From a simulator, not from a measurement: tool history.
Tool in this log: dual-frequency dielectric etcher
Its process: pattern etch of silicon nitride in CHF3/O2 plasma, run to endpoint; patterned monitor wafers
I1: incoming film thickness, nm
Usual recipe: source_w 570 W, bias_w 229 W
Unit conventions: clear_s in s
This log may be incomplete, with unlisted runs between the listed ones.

Run 1, hour 0.0: usual settings; I1 90.9. Result: clear_s 57.5 s.
Run 2, hour 23.3: usual settings; I1 91.6. Result: clear_s 58.6 s.
Run 3, hour 37.5: usual settings but source_w 620 W; I1 91.1. Result: clear_s 56.1 s.
Run 4, hour 50.6: usual settings but source_w 620 W; I1 91.0. Result: clear_s 56.3 s.
Run 5, hour 64.4: usual settings but source_w 620 W; I1 92.0. Result: clear_s 57.0 s.
Run 6, hour 88.5: usual settings; I1 90.9. Result: clear_s 58.1 s.
At hour 141.4: wet clean of the chamber.
Run 7, hour 141.9: usual settings but source_w 470 W; I1 91.2. Result: clear_s 63.7 s.
Run 8, hour 142.2: usual settings but source_w 440 W; I1 92.8. Result: clear_s 66.1 s.
At hour 150.1: bias power generator calibrated.
At hour 179.0: upper electrode replaced.
At hour 186.6: wet clean of the chamber, repeated, since the last time left the tool worse.
Run 9, hour 187.1: usual settings; I1 91.6. Result: clear_s 56.3 s.
Run 10, hour 195.9: usual settings but source_w 490 W, bias_w 172 W; I1 91.7. Result: clear_s 63.4 s.
At hour 205.0: source power generator calibrated.
Run 11, hour 224.1: usual settings but source_w 630 W, bias_w 245 W; I1 91.0. Result: clear_s 53.0 s.
Run 12, hour 246.2: usual settings but source_w 440 W, bias_w 208 W; I1 91.2. Result: clear_s 62.0 s.
Run 13, hour 274.0: usual settings but source_w 490 W, bias_w 249 W; I1 91.5. Result: clear_s 57.6 s.
Run 14, hour 289.1: usual settings but source_w 530 W, bias_w 254 W; I1 91.5. Result: clear_s 56.2 s.

Measured less the same run without the tool's hidden state. The same run-to-run variation is in both; the gauge's scatter may not be:
What the log doesn't record here: etch rate over this chamber's usual, %; source power that arrives over what is set, %; bias power that arrives over what is set, %.
run  clear_s
  1     +1.7
  2     +1.7
  3     +1.7
  4     +1.8
  5     +1.8
  6     +1.9
  7     +4.2
  8     +4.4
  9     -0.2
 10     -0.2
 11     +0.0
 12     +0.0
 13     +0.1
 14     +0.1
